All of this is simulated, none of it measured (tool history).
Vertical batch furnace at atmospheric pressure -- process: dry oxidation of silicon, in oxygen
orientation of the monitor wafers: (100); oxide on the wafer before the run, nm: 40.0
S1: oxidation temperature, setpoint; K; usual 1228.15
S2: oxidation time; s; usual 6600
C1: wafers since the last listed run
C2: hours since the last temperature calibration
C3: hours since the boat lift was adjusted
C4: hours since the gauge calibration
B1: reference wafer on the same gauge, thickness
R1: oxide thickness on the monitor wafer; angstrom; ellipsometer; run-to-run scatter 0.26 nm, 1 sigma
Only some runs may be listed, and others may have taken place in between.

run     day       S1    S2    C1      C2      C3     C4     B1     R1
  1   0.000  1208.15  5430     0   888.5  3764.7  665.0  64.94  613.9
  2   1.012  1228.15  6600   284   912.8  3789.0  689.3  64.93  731.3
  3   4.721  1228.15  6600  1041  1001.8  3878.0  778.3  64.98  729.2
  4   6.275  1228.15  6600   436  1039.1  3915.3  815.6  64.87  723.4
  5   8.738  1228.15  5310   691  1098.2  3974.4  874.7  64.98  666.2
     10.317  -- gauge calibrated
  6  11.304  1228.15  5310   720  1159.8  4036.0   23.7  64.98  665.5
  7  13.679  1213.15  6600   666  1216.8  4093.0   80.7  64.89  678.3
  8  15.883  1213.15  6600   619  1269.7  4145.9  133.6  64.86  674.3
  9  18.188  1213.15  6600   647  1325.0  4201.2  188.9  64.89  674.9
     20.121  -- thermocouples replaced and temperature profile calibrated
 10  20.517  1228.15  6600   373     9.5  4257.1  244.8  64.99  729.1
 11  21.629  1228.15  6600   312    36.2  4283.8  271.5  64.87  728.5
 12  23.371  1208.15  6600   489    78.0  4325.6  313.3  64.94  660.4
     28.262  -- boat lift adjusted
 13  29.671  1208.15  6600  1488   229.2    33.8  464.5  64.89  652.1
 14  31.712  1208.15  6600   573   278.2    82.8  513.5  64.87  658.0
 15  32.946  1251.15  7680   346   307.8   112.4  543.1  64.86  863.7
 16  34.725  1228.15  6600   499   350.5   155.1  585.8  64.92  730.6
 17  37.638  1228.15  8160   817   420.4   225.0  655.7  64.94  801.5
 18  40.371  1208.15  8670   767   486.0   290.6  721.3  64.91  733.1
     41.854  -- gauge calibrated
 19  42.333  1205.15  6600   551   533.1   337.7   11.5  64.90  647.3
 20  43.700  1222.15  3810   383   565.9   370.5   44.3  64.90  577.8
 21  44.983  1248.15  8010   360   596.7   401.3   75.1  64.89  873.1
 22  46.821  1246.15  8970   516   640.8   445.4  119.2  64.87  912.5
 23  49.488  1250.15  6600   748   704.8   509.4  183.2  64.91  799.5
 24  50.517  1228.15  5040   289   729.5   534.1  207.9  64.87  652.5
 25  52.850  1228.15  6600   655   785.5   590.1  263.9  64.89  728.7
 26  55.300  1228.15  3900   688   844.3   648.9  322.7  64.91  597.0
 27  56.846  1208.15  6600   434   881.4   686.0  359.8  64.86  659.8
 28  59.000  1218.15  9060   604   933.1   737.7  411.5  64.93  794.0
 29  60.508  1236.15  9390   423   969.3   773.9  447.7  64.90  891.1

Across each entry between runs, compare the hidden state at the last listed run before it with the hidden state at the first listed run after it:
Between runs 5 and 6: gauge calibrated (day 10.317)
  both runs share identical hidden conditions
Between runs 9 and 10: thermocouples replaced and temperature profile calibrated (day 20.121)
  both runs share identical hidden conditions
Between runs 12 and 13: boat lift adjusted (day 28.262)
  both runs share identical hidden conditions
Between runs 18 and 19: gauge calibrated (day 41.854)
  both runs share identical hidden conditions

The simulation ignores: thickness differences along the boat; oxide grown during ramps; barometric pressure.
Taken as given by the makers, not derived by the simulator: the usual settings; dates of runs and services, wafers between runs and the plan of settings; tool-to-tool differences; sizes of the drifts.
